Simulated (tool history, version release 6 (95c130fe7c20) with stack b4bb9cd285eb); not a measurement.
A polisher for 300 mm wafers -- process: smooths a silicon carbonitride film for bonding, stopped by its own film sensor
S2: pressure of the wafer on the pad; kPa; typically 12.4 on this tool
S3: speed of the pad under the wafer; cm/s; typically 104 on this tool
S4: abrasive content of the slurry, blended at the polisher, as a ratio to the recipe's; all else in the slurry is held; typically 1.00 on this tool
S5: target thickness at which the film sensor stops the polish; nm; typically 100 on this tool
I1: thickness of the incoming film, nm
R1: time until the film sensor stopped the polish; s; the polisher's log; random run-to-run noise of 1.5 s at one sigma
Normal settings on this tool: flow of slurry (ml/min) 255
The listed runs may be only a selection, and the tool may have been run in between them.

Run 1, hour 0.0: usual settings but S4 0.80; I1 120.4. Result: R1 128.0 s.
Run 2, hour 11.2: usual settings but S4 0.80; I1 118.9. Result: R1 118.7 s.
Run 3, hour 26.1: usual settings; I1 118.9. Result: R1 104.5 s.
At hour 38.9: worn pad replaced by a new one.
Run 4, hour 39.4: usual settings; I1 119.5. Result: R1 106.0 s.
At hour 56.6: slurry blender recalibrated.
Run 5, hour 57.1: usual settings; I1 120.1. Result: R1 88.2 s.
Run 6, hour 64.9: usual settings; I1 120.6. Result: R1 91.0 s.
Run 7, hour 74.4: usual settings but S3 128 cm/s; I1 120.2. Result: R1 76.6 s.
Run 8, hour 89.1: usual settings but S3 128 cm/s; I1 117.5. Result: R1 68.1 s.
Run 9, hour 99.6: usual settings but S3 128 cm/s; I1 122.4. Result: R1 86.0 s.
Run 10, hour 113.3: usual settings; I1 121.7. Result: R1 102.9 s.
Run 11, hour 121.7: usual settings; I1 119.4. Result: R1 93.2 s.
At hour 127.8: worn pad replaced by a new one.
Run 12, hour 133.9: usual settings; I1 118.9. Result: R1 91.6 s.
Run 13, hour 143.4: usual settings but S3 124 cm/s; I1 119.7. Result: R1 83.0 s.
Run 14, hour 149.5: usual settings but flow of slurry (ml/min) 340, S2 15.9 kPa, S4 0.85; I1 120.0. Result: R1 89.1 s.
At hour 150.7: slurry nozzle cleaned.
Run 15, hour 162.0: usual settings but S2 16.5 kPa, S3 78 cm/s; I1 120.0. Result: R1 96.5 s.
Run 16, hour 179.8: usual settings but S2 13.8 kPa, S4 1.25; I1 120.5. Result: R1 84.1 s.
Run 17, hour 195.9: usual settings; I1 119.1. Result: R1 94.9 s.
At hour 198.5: head pressure recalibrated.
Run 18, hour 210.0: usual settings but S5 104 nm; I1 119.2. Result: R1 75.0 s.
Run 19, hour 222.3: usual settings; I1 120.1. Result: R1 102.4 s.
At hour 227.5: worn pad replaced by a new one.
Run 20, hour 234.4: usual settings but flow of slurry (ml/min) 310, S2 8.3 kPa; I1 118.6. Result: R1 133.3 s.
Run 21, hour 240.9: usual settings; I1 119.0. Result: R1 99.3 s.
Run 22, hour 251.2: usual settings; I1 120.2. Result: R1 106.5 s.
Run 23, hour 257.8: usual settings but flow of slurry (ml/min) 290, S5 97 nm; I1 121.1. Result: R1 124.9 s.
Run 24, hour 272.4: usual settings but flow of slurry (ml/min) 170, S3 116 cm/s, S4 1.10; I1 120.2. Result: R1 95.3 s.
Run 25, hour 284.6: usual settings but flow of slurry (ml/min) 180, S5 93 nm; I1 121.1. Result: R1 149.6 s.
At hour 298.3: slurry blender recalibrated.
Run 26, hour 306.3: usual settings but S4 0.85, S5 97 nm; I1 117.8. Result: R1 102.2 s.
At hour 317.0: worn pad replaced by a new one.
Run 27, hour 317.5: usual settings but S4 0.70; I1 120.5. Result: R1 122.3 s.
Run 28, hour 323.4: usual settings but S2 8.3 kPa; I1 120.7. Result: R1 131.6 s.
Run 29, hour 334.1: usual settings but S5 96 nm; I1 121.6. Result: R1 118.0 s.
Run 30, hour 349.8: usual settings but flow of slurry (ml/min) 185, S3 138 cm/s; I1 118.3. Result: R1 72.8 s.

Below, some changes in R1 between adjacent runs. For each, the amount present without the hidden state too (settings, incoming material, random variation) and the amount remaining for the hidden state with gauge scatter not shared by both compared results:
Hidden state at play: removal rate lost through wear of the pad, %; slurry flow missing at the pad, %; deviation of the head's pressure from its setpoint, %; abrasive missing from the slurry, %.
Run 4 -> 5: slurry blender recalibrated. R1 -17.8 s: hidden state -20.4, all else +2.6.
Run 24 -> 25: flow of slurry (ml/min) 170 -> 180, S3 116 -> 104, S4 1.10 -> 1.00, S5 100 -> 93. R1 +54.3 s: hidden state +12.2, all else +42.1.
Run 25 -> 26: flow of slurry (ml/min) 180 -> 255, S4 1.00 -> 0.85, S5 93 -> 97, slurry blender recalibrated. R1 -47.4 s: hidden state -25.9, all else -21.5.
Run 29 -> 30: flow of slurry (ml/min) 255 -> 185, S3 104 -> 138, S5 96 -> 100. R1 -45.2 s: hidden state -2.0, all else -43.2.

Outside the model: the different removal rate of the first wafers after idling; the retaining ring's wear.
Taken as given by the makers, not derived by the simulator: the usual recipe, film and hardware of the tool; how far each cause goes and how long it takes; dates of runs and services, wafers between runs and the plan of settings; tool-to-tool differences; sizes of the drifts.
